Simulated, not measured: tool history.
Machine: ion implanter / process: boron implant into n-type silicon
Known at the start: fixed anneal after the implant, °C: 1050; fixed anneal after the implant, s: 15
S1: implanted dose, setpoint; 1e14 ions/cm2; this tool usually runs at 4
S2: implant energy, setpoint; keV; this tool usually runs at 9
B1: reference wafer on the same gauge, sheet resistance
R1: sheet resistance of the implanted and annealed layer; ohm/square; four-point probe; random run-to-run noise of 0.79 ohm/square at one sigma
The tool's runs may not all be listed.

run	hour	S1	S2	B1	R1
1	0	4	10	306.13	255.4
# hour 23: gauge calibrated
2	27.2	4	10	306.1	254.81
3	47.3	4	9	305.92	256.76
4	60.6	4	9	306.12	257.65
5	80.6	3.62	6.5	305.87	290.55
6	110.1	3.13	9	305.89	314.39
7	138.5	3.13	9	305.94	315.02
8	172.6	4.99	12	305.72	207.24
9	205.4	4.34	11.5	306.06	233.11
# hour 218: Faraday cup replaced and dose calibrated
10	301.4	4	7	305.95	269.21
11	323.4	5.15	9	305.87	211.07
# hour 338.4: extraction supply calibrated
# hour 345.4: gauge calibrated
12	345.5	4	9	306.33	259.98
13	372.2	4.95	10.5	306.08	213.91
14	384.6	3.55	10	305.78	284.82
15	480.4	3	10	305.98	327.31

Run-by-run hidden state of the tool:
deviation of the true energy from its setpoint, %: 0 across all the runs
gauge reads high (%): 0 across all the runs
H1: deviation of the true dose from the Faraday cup's reading, %
run	H1
1	2.87
2	2.95
3	3.01
4	3.06
5	3.12
6	3.21
7	3.3
8	3.4
9	3.51
10	0.668
11	0.737
12	0.806
13	0.889
14	0.927
15	1.23
